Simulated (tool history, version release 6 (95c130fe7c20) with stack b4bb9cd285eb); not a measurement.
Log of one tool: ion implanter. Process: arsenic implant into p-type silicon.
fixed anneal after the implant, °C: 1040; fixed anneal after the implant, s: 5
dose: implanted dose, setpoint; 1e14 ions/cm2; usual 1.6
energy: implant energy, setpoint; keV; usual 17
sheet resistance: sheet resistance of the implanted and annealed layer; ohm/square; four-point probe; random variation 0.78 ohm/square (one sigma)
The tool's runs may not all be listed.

run,hour,dose,energy,wafers since the last listed run,hours since the last dose calibration,hours since the extraction supply was calibrated,hours since the gauge calibration,"read-back reference wafer on the same gauge, sheet resistance",sheet resistance
1,0,1.6,19,0,996.6,4716.8,84,492.05,518.66
2,39.2,1.6,17,1059,1035.8,4756,123.2,492.15,527.13
3,66.2,1.6,17,729,1062.8,4783,150.2,492.1,529.28
4,115.7,1.6,17,1337,1112.3,4832.5,199.7,492.09,529.99
5,173,1.6,17,1548,1169.6,4889.8,257,491.94,529.55
6,197.9,1.6,17,672,1194.5,4914.7,281.9,491.81,530.9
7,224.6,1.6,17,721,1221.2,4941.4,308.6,492.2,529.08
8,292.4,1.6,17,1831,1289,5009.2,376.4,491.96,531.27
# hour 305.2: gauge calibrated
9,323.6,1.29,22,843,1320.2,5040.4,18.4,492.06,596.99
10,361.7,1.6,17,1029,1358.3,5078.5,56.5,492.03,533.28
11,397,1.75,22,953,1393.6,5113.8,91.8,492.07,481.33
12,458.8,1.96,20,1669,1455.4,5175.6,153.6,491.99,450.35
# hour 494.6: Faraday cup replaced and dose calibrated
13,520.6,1.79,20,1453,26,5237.4,215.4,492.22,465.99
14,565.3,1.6,17,1207,70.7,5282.1,260.1,492.01,517.48
# hour 607.4: extraction supply calibrated
15,627,1.24,23,1450,132.4,19.6,321.8,492.27,594.41
16,684,1.6,17,1540,189.4,76.6,378.8,492.02,518
# hour 746.4: gauge calibrated
17,764.9,1.29,21,2185,270.3,157.5,18.5,492.05,584.46

5 ways to go on from here, each from the tool as it stands after run 17. What would each give?
A,765.3,1.83,17,10,270.7,157.9,18.9,?,?
B,765.3,1.72,13,10,270.7,157.9,18.9,?,?
C,765.3,1.44,22.5,10,270.7,157.9,18.9,?,?
D,765.3,1.84,21.5,10,270.7,157.9,18.9,?,?
E,765.3,2.06,20.5,10,270.7,157.9,18.9,?,?

run,"read-back reference wafer on the same gauge, sheet resistance",sheet resistance
A,492.13,469.49
B,492.13,509.54
C,492.13,537.3
D,492.13,452.33
E,492.13,418.9
Without the tool's hidden state the same runs would have given:
run,sheet resistance
A,470.68
B,510.86
C,538.62
D,453.47
E,419.96
